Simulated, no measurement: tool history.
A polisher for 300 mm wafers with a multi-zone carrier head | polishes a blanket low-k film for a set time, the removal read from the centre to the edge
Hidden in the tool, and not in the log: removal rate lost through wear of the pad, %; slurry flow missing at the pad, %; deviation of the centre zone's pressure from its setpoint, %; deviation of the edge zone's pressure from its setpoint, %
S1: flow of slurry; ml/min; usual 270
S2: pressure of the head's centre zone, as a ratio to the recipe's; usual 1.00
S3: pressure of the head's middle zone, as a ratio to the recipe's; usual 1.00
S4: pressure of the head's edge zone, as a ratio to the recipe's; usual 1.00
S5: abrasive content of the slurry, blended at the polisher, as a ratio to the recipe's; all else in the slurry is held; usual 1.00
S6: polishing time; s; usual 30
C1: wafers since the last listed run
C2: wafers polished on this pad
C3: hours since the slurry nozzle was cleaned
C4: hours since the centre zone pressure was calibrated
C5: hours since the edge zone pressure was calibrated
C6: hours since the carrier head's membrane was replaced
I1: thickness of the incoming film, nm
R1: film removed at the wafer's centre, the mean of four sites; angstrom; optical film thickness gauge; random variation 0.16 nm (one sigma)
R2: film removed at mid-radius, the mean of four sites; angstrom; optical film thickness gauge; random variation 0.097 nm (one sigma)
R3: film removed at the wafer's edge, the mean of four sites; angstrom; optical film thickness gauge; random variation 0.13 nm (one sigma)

Run 1, hour 0.0: usual settings but S4 0.91; C1 0; C2 4770; C3 189.7; C4 720.3; C5 1070.5; C6 152.3; I1 665.7. Result: R1 97 angstrom, R2 96 angstrom, R3 94 angstrom.
Run 2, hour 87.5: usual settings but S4 0.91; C1 1285; C2 6055; C3 277.2; C4 807.8; C5 1158.0; C6 239.8; I1 666.9. Result: R1 97 angstrom, R2 92 angstrom, R3 92 angstrom.
At hour 144.1: worn pad replaced by a new one.
Run 3, hour 182.5: usual settings but S2 0.95; C1 1336; C2 564; C3 372.2; C4 902.8; C5 1253.0; C6 334.8; I1 665.5. Result: R1 91 angstrom, R2 92 angstrom, R3 97 angstrom.
Run 4, hour 248.6: usual settings but S2 0.95; C1 970; C2 1534; C3 438.3; C4 968.9; C5 1319.1; C6 400.9; I1 671.9. Result: R1 90 angstrom, R2 92 angstrom, R3 97 angstrom.
Run 5, hour 300.9: usual settings but S4 1.04; C1 768; C2 2303; C3 490.6; C4 1021.2; C5 1371.4; C6 453.2; I1 665.7. Result: R1 92 angstrom, R2 91 angstrom, R3 98 angstrom.
Run 6, hour 396.5: usual settings but S3 0.95, S6 26 s; C1 1404; C2 3707; C3 586.2; C4 1116.8; C5 1467.0; C6 548.8; I1 672.0. Result: R1 80 angstrom, R2 73 angstrom, R3 83 angstrom.
At hour 405.5: slurry nozzle cleaned.
At hour 430.9: edge zone pressure recalibrated.
Run 7, hour 443.3: usual settings but S5 1.20, S6 34 s; C1 643; C2 4350; C3 37.8; C4 1163.6; C5 12.4; C6 595.6; I1 663.9. Result: R1 132 angstrom, R2 130 angstrom, R3 132 angstrom.
Run 8, hour 499.7: usual settings; C1 828; C2 5178; C3 94.2; C4 1220.0; C5 68.8; C6 652.0; I1 674.0. Result: R1 102 angstrom, R2 100 angstrom, R3 105 angstrom.
At hour 524.0: centre zone pressure recalibrated.
Run 9, hour 538.6: usual settings; C1 541; C2 5720; C3 133.1; C4 14.6; C5 107.7; C6 690.9; I1 667.1. Result: R1 106 angstrom, R2 99 angstrom, R3 99 angstrom.
Run 10, hour 592.4: usual settings but S1 340 ml/min, S6 27 s; C1 790; C2 6511; C3 186.9; C4 68.4; C5 161.5; C6 744.7; I1 656.8. Result: R1 97 angstrom, R2 91 angstrom, R3 94 angstrom.
Run 11, hour 698.6: usual settings; C1 1559; C2 8071; C3 293.1; C4 174.6; C5 267.7; C6 850.9; I1 680.1. Result: R1 102 angstrom, R2 95 angstrom, R3 100 angstrom.
At hour 708.7: worn pad replaced by a new one.
Run 12, hour 767.8: usual settings but S3 1.05, S5 1.10; C1 957; C2 867; C3 362.3; C4 243.8; C5 336.9; C6 920.1; I1 663.8. Result: R1 102 angstrom, R2 108 angstrom, R3 105 angstrom.
At hour 778.7: carrier head's membrane replaced by a new one.
Run 13, hour 835.1: usual settings; C1 915; C2 1782; C3 429.6; C4 311.1; C5 404.2; C6 56.4; I1 675.2. Result: R1 98 angstrom, R2 94 angstrom, R3 98 angstrom.
At hour 876.7: slurry nozzle cleaned.
Run 14, hour 881.2: usual settings but S1 240 ml/min, S3 0.95; C1 662; C2 2444; C3 4.5; C4 357.2; C5 450.3; C6 102.5; I1 675.9. Result: R1 104 angstrom, R2 97 angstrom, R3 103 angstrom.
Run 15, hour 963.2: usual settings but S6 37 s; C1 1204; C2 3649; C3 86.5; C4 439.2; C5 532.3; C6 184.5; I1 662.6. Result: R1 126 angstrom, R2 124 angstrom, R3 127 angstrom.
Run 16, hour 1054.9: usual settings; C1 1346; C2 4996; C3 178.2; C4 530.9; C5 624.0; C6 276.2; I1 666.6. Result: R1 104 angstrom, R2 98 angstrom, R3 101 angstrom.
Run 17, hour 1147.3: usual settings but S4 0.91; C1 1357; C2 6353; C3 270.6; C4 623.3; C5 716.4; C6 368.6; I1 670.2. Result: R1 99 angstrom, R2 96 angstrom, R3 96 angstrom.
At hour 1161.9: worn pad replaced by a new one.
Run 18, hour 1190.4: usual settings but S3 1.10, S4 1.12; C1 574; C2 418; C3 313.7; C4 666.4; C5 759.5; C6 411.7; I1 661.4. Result: R1 97 angstrom, R2 103 angstrom, R3 102 angstrom.
Run 19, hour 1267.7: usual settings but S2 1.10, S3 1.05, S5 1.30, S6 24 s; C1 1135; C2 1553; C3 391.0; C4 743.7; C5 836.8; C6 489.0; I1 677.7. Result: R1 102 angstrom, R2 91 angstrom, R3 92 angstrom.
Run 20, hour 1356.4: usual settings but S3 1.07; C1 1302; C2 2856; C3 479.7; C4 832.4; C5 925.5; C6 577.7; I1 672.4. Result: R1 97 angstrom, R2 99 angstrom, R3 98 angstrom.
At hour 1386.0: slurry nozzle cleaned.
Run 21, hour 1397.9: usual settings; C1 594; C2 3451; C3 11.9; C4 873.9; C5 967.0; C6 619.2; I1 661.9. Result: R1 109 angstrom, R2 103 angstrom, R3 106 angstrom.
Run 22, hour 1439.0: usual settings but S4 0.95; C1 603; C2 4055; C3 53.0; C4 915.0; C5 1008.1; C6 660.3; I1 666.4. Result: R1 105 angstrom, R2 100 angstrom, R3 101 angstrom.

4 ways to go on from here, each from the tool as it stands after run 22. What would each give?
Run A, hour 1439.4: usual settings; C1 5; C2 4061; C3 53.4; C4 915.4; C5 1008.5; C6 660.7; I1 678.4. Result: R1 ?, R2 ?, R3 ?.
Run B, hour 1439.4: usual settings but S1 210 ml/min, S4 0.94; C1 5; C2 4061; C3 53.4; C4 915.4; C5 1008.5; C6 660.7; I1 678.4. Result: R1 ?, R2 ?, R3 ?.
Run C, hour 1439.4: usual settings but S2 1.09, S3 1.04, S5 1.15, S6 21 s; C1 5; C2 4061; C3 53.4; C4 915.4; C5 1008.5; C6 660.7; I1 678.4. Result: R1 ?, R2 ?, R3 ?.
Run D, hour 1439.4: usual settings but S2 1.08, S5 1.15; C1 5; C2 4061; C3 53.4; C4 915.4; C5 1008.5; C6 660.7; I1 678.4. Result: R1 ?, R2 ?, R3 ?.

run   R1   R2   R3
  A  106  100  103
  B  102   96   97
  C   89   79   78
  D  126  109  112
Without the tool's hidden state the same runs would have given:
run   R1   R2   R3
  A  109  102  104
  B  105   98   99
  C   91   80   80
  D  128  111  114

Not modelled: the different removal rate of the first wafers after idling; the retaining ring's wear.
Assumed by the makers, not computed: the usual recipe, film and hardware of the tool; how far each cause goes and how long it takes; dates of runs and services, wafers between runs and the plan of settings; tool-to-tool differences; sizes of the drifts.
